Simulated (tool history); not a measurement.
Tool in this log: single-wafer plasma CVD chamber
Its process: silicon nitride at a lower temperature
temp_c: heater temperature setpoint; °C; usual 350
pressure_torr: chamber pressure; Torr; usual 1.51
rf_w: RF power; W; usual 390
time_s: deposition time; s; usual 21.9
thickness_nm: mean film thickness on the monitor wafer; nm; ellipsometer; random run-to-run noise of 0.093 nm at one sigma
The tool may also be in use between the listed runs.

run    hour  temp_c  pressure_torr  rf_w  time_s  wafers since the last listed run  hours since the last thermocouple change  hours since the last RF generator calibration  hours since the last manometer calibration  hours since the showerhead was replaced  hours since the gauge calibration  read-back reference wafer on the same gauge, thickness_nm  thickness_nm
  1       0     350           1.51   390    21.9                                 0                                    2225.3                                           1795                                      1908.2                                   7122.9                             1875.3                                                     30.406        29.366
  2    84.3     350           1.51   390    21.9                              1125                                    2309.6                                         1879.3                                      1992.5                                   7207.2                             1959.6                                                     30.413        29.308
      103.1  -- showerhead replaced
        186  -- gauge calibrated
  3   187.9     350           1.51   390    21.9                              1276                                    2413.2                                         1982.9                                      2096.1                                     84.8                                1.9                                                     30.374         29.34
  4   282.9     350           1.51   390    21.9                              1268                                    2508.2                                         2077.9                                      2191.1                                    179.8                               96.9                                                     30.413        28.985
      334.5  -- capacitance manometer re-zeroed and calibrated
  5     344     350           1.51   390    21.9                               708                                    2569.3                                           2139                                         9.5                                    240.9                                158                                                      30.41        29.476
  6   443.6     350           1.51   390    21.9                              1329                                    2668.9                                         2238.6                                       109.1                                    340.5                              257.6                                                     30.402         29.47
  7   519.4     350           1.51   390    21.9                              1012                                    2744.7                                         2314.4                                       184.9                                    416.3                              333.4                                                     30.395        29.178
      569.4  -- RF generator calibrated
      594.8  -- thermocouple changed; heater temperature recalibrated
  8   595.3     335            1.8   365    21.9                               799                                       0.5                                           25.9                                       260.8                                    492.2                              409.3                                                     30.411          29.2
  9   678.2     363           1.51   390    21.9                              1106                                      83.4                                          108.8                                       343.7                                    575.1                              492.2                                                     30.386        29.832
 10   751.2     350           1.51   350    21.9                               974                                     156.4                                          181.8                                       416.7                                    648.1                              565.2                                                     30.416        26.883
 11   842.9     350           1.51   355    21.9                              1224                                     248.1                                          273.5                                       508.4                                    739.8                              656.9                                                     30.404        27.199
 12   930.6     350           1.51   390    21.9                              1170                                     335.8                                          361.2                                       596.1                                    827.5                              744.6                                                     30.395        29.888
 13  1026.2     350           1.51   390    21.9                              1276                                     431.4                                          456.8                                       691.7                                    923.1                              840.2                                                     30.396        29.902
 14  1075.5     350           1.32   390    25.3                               658                                     480.7                                          506.1                                         741                                    972.4                              889.5                                                     30.374         33.79
 15    1139     350           1.51   390    21.9                               847                                     544.2                                          569.6                                       804.5                                   1035.9                                953                                                     30.416        29.951
 16  1244.9     350           1.79   335    18.4                              1413                                     650.1                                          675.5                                       910.4                                   1141.8                             1058.9                                                     30.406        22.101

Predict the results of run 17:
 17  1283.3     344           1.51   370    17.7                               512                                     688.5                                          713.9                                       948.8                                   1180.2                             1097.3                                                          ?             ?

read-back reference wafer on the same gauge, thickness_nm: 30.412
thickness_nm: 23.085 nm
With the hidden condition absent and the run-to-run variation left alone, this run would have shown thickness_nm 23.287 nm.
